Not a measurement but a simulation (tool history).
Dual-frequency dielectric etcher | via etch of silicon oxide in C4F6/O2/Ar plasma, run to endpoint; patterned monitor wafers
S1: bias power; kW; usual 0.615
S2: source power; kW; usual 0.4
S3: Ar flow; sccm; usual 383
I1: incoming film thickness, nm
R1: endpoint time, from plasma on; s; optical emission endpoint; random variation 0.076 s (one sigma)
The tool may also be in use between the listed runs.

| run | hour | S1 | S2 | S3 | I1 | R1 |
|---|---|---|---|---|---|---|
| 1 | 0 | 0.615 | 0.4 | 383 | 117 | 25 |
| 2 | 28.1 | 0.615 | 0.4 | 383 | 117.3 | 25.3 |
| 3 | 103.2 | 0.615 | 0.4 | 356 | 118 | 25.2 |
| 4 | 121.2 | 0.615 | 0.4 | 356 | 118.6 | 25.4 |
| 5 | 143.1 | 0.615 | 0.4 | 383 | 118 | 25.5 |
| 6 | 176.9 | 0.615 | 0.4 | 383 | 116.7 | 25.3 |
| 7 | 196.1 | 0.615 | 0.37 | 383 | 118 | 26.3 |
| 8 | 217.2 | 0.615 | 0.4 | 383 | 117.1 | 25.3 |
|  | 263.2 | bias power generator calibrated |
|  | 266.8 | upper electrode replaced |
| 9 | 267.3 | 0.615 | 0.4 | 383 | 117.4 | 25.3 |
| 10 | 267.7 | 0.615 | 0.4 | 315 | 118.4 | 25.1 |
|  | 281.4 | source power generator calibrated |
|  | 305.5 | wet clean of the chamber |
| 11 | 306 | 0.615 | 0.4 | 315 | 117.5 | 24.6 |
| 12 | 312.2 | 0.615 | 0.4 | 315 | 118.3 | 24.8 |
|  | 345.9 | Ar flow controller replaced |
| 13 | 346.4 | 0.615 | 0.4 | 383 | 118.3 | 25.4 |
| 14 | 373.6 | 0.615 | 0.4 | 383 | 117.5 | 25.3 |
| 15 | 404.4 | 0.656 | 0.34 | 436 | 117.1 | 26.7 |
| 16 | 434.2 | 0.526 | 0.31 | 293 | 117.3 | 28.7 |
| 17 | 466 | 0.468 | 0.43 | 383 | 116.7 | 27.1 |
| 18 | 499.1 | 0.73 | 0.34 | 477 | 117 | 26 |
| 19 | 519.7 | 0.483 | 0.31 | 476 | 117.4 | 31.7 |
| 20 | 533.8 | 0.615 | 0.4 | 289 | 117.2 | 24.5 |
| 21 | 550 | 0.615 | 0.4 | 470 | 117.1 | 26.1 |
| 22 | 579.8 | 0.657 | 0.35 | 293 | 116.5 | 25 |

Forecast run 23:
| 23 | 615.5 | 0.615 | 0.4 | 383 | 116.5 | ? |

Run 23 gave R1 25.4 s.
Without the tool's hidden state the same run would have given R1 25.1 s.

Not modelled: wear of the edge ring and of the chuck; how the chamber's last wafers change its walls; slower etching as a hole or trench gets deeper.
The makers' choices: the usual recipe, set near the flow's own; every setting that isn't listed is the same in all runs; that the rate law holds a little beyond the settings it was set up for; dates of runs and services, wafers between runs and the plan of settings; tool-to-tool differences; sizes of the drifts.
